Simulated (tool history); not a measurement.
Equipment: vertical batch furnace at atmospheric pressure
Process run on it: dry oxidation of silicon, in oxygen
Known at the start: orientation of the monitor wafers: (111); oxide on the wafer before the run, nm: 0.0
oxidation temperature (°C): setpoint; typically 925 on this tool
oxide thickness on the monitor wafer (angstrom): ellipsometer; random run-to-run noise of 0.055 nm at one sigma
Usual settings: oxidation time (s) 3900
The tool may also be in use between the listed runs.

run	hour	oxidation temperature (°C)	oxidation time (s)	wafers since the last listed run	hours since the last temperature calibration	hours since the boat lift was adjusted	hours since the gauge calibration	read-back reference wafer on the same gauge, thickness	oxide thickness on the monitor wafer (angstrom)
1	0	925	3900	0	4511.4	3373.9	295.3	35	385.6
2	33.4	925	3900	351	4544.8	3407.3	328.7	35	385.3
3	68.3	925	3900	366	4579.7	3442.2	363.6	34.99	385.4
4	97.2	931	3900	303	4608.6	3471.1	392.5	34.99	406.2
5	115.5	931	3900	192	4626.9	3489.4	410.8	35	406
6	145.6	931	3900	316	4657	3519.5	440.9	35.01	407
# hour 173.4: thermocouples replaced and temperature profile calibrated
7	173.9	925	3900	45	0.5	3547.8	469.2	35.01	368.9
8	188.5	925	3900	153	15.1	3562.4	483.8	34.99	368.8
9	223.5	925	3900	367	50.1	3597.4	518.8	35	370
10	250.2	925	3060	280	76.8	3624.1	545.5	35	312.1
# hour 258.9: gauge calibrated
11	266	925	3900	166	92.6	3639.9	7.1	35	369.3
12	293.7	911	2670	291	120.3	3667.6	34.8	35	248.1
13	308.4	925	3900	154	135	3682.3	49.5	35	370.3
14	333.9	935	2400	268	160.5	3707.8	75	35	290.2
# hour 368.6: boat lift adjusted
15	369.1	918	3900	117	195.7	0.5	110.2	35	347.7
16	373.8	925	3900	49	200.4	5.2	114.9	35	371
17	407.7	925	3900	356	234.3	39.1	148.8	35.01	370.9
18	429.1	925	5430	224	255.7	60.5	170.2	35	467.9
19	457.4	943	5670	297	284	88.8	198.5	34.99	563
20	474.6	943	4680	180	301.2	106	215.7	35.01	494
21	489	925	3900	151	315.6	120.4	230.1	34.98	371.7
22	522.7	934	2340	354	349.3	154.1	263.8	34.99	284.2

Hidden state or all else? Some run-to-run changes of oxide thickness on the monitor wafer (angstrom), split into what the settings, what came in and random variation would give without the hidden state, and what is left for the hidden state (with any gauge scatter that isn't in both results):
Hidden conditions of the tool in this case: true tube temperature minus thermocouple reading, K; monitor wafer colder than the profiled boat position, K; gauge reads high (%).
Run 6 -> 7: oxidation temperature (°C) 931 -> 925, thermocouples replaced and temperature profile calibrated. oxide thickness on the monitor wafer (angstrom) -38.1: hidden state -17, all else -21.1.
Run 12 -> 13: oxidation temperature (°C) 911 -> 925, oxidation time (s) 2670 -> 3900. oxide thickness on the monitor wafer (angstrom) +122.2: hidden state +0.9, all else +121.3.
Run 17 -> 18: oxidation time (s) 3900 -> 5430. oxide thickness on the monitor wafer (angstrom) +97: hidden state +1.2, all else +95.8.
Run 20 -> 21: oxidation temperature (°C) 943 -> 925, oxidation time (s) 4680 -> 3900. oxide thickness on the monitor wafer (angstrom) -122.3: hidden state -0.8, all else -121.5.
